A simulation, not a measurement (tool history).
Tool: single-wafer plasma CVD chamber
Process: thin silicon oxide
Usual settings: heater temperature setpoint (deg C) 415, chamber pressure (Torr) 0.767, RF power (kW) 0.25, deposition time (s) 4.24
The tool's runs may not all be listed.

| run | hour | heater temperature setpoint (deg C) | chamber pressure (Torr) | RF power (kW) | deposition time (s) | read-back reference wafer on the same gauge, thickness_nm | mean film thickness on the monitor wafer (angstrom) |
|---|---|---|---|---|---|---|---|
| 1 | 0 | 415 | 0.767 | 0.25 | 4.24 | 6.32 | 61.26 |
| 2 | 15.2 | 415 | 0.767 | 0.25 | 4.24 | 6.318 | 61.29 |
| 3 | 29.6 | 415 | 0.767 | 0.25 | 4.24 | 6.319 | 61.14 |
| 4 | 39.3 | 411 | 0.767 | 0.25 | 4.24 | 6.319 | 61.25 |
|  | 61.3 | RF generator calibrated |
| 5 | 77.2 | 415 | 0.911 | 0.25 | 4.24 | 6.322 | 71.92 |
| 6 | 90.1 | 415 | 0.911 | 0.25 | 4.24 | 6.319 | 71.81 |
|  | 101 | gauge calibrated |
|  | 106.6 | showerhead replaced |
| 7 | 107.1 | 415 | 0.767 | 0.25 | 4.24 | 6.319 | 60.62 |
|  | 115.3 | thermocouple changed; heater temperature recalibrated |
| 8 | 115.8 | 415 | 0.767 | 0.27 | 4.24 | 6.319 | 62.57 |
| 9 | 128.8 | 415 | 0.904 | 0.25 | 3.77 | 6.322 | 63.29 |
|  | 144.1 | capacitance manometer re-zeroed and calibrated |
| 10 | 144.6 | 405 | 0.884 | 0.25 | 3.71 | 6.321 | 66.18 |
| 11 | 155.3 | 415 | 0.767 | 0.25 | 4.24 | 6.318 | 66.03 |
| 12 | 172.1 | 415 | 0.767 | 0.25 | 3.66 | 6.319 | 57.01 |
| 13 | 185.9 | 422 | 0.767 | 0.265 | 4.24 | 6.32 | 67.24 |
| 14 | 199 | 415 | 0.767 | 0.25 | 4.96 | 6.32 | 77.33 |

Forecast each of these 4 alternatives for the next run:
| A | 199.4 | 415 | 0.767 | 0.25 | 4.24 | ? | ? |
| B | 199.4 | 415 | 0.767 | 0.21 | 4.24 | ? | ? |
| C | 199.4 | 425 | 0.767 | 0.25 | 4.24 | ? | ? |
| D | 199.4 | 415 | 0.767 | 0.25 | 4.47 | ? | ? |

| run | read-back reference wafer on the same gauge, thickness_nm | mean film thickness on the monitor wafer (angstrom) |
|---|---|---|
| A | 6.319 | 66.05 |
| B | 6.319 | 61.44 |
| C | 6.319 | 65.68 |
| D | 6.319 | 69.63 |
Without the tool's hidden state the same runs would have given:
| run | mean film thickness on the monitor wafer (angstrom) |
|---|---|
| A | 65.97 |
| B | 61.37 |
| C | 65.59 |
| D | 69.54 |
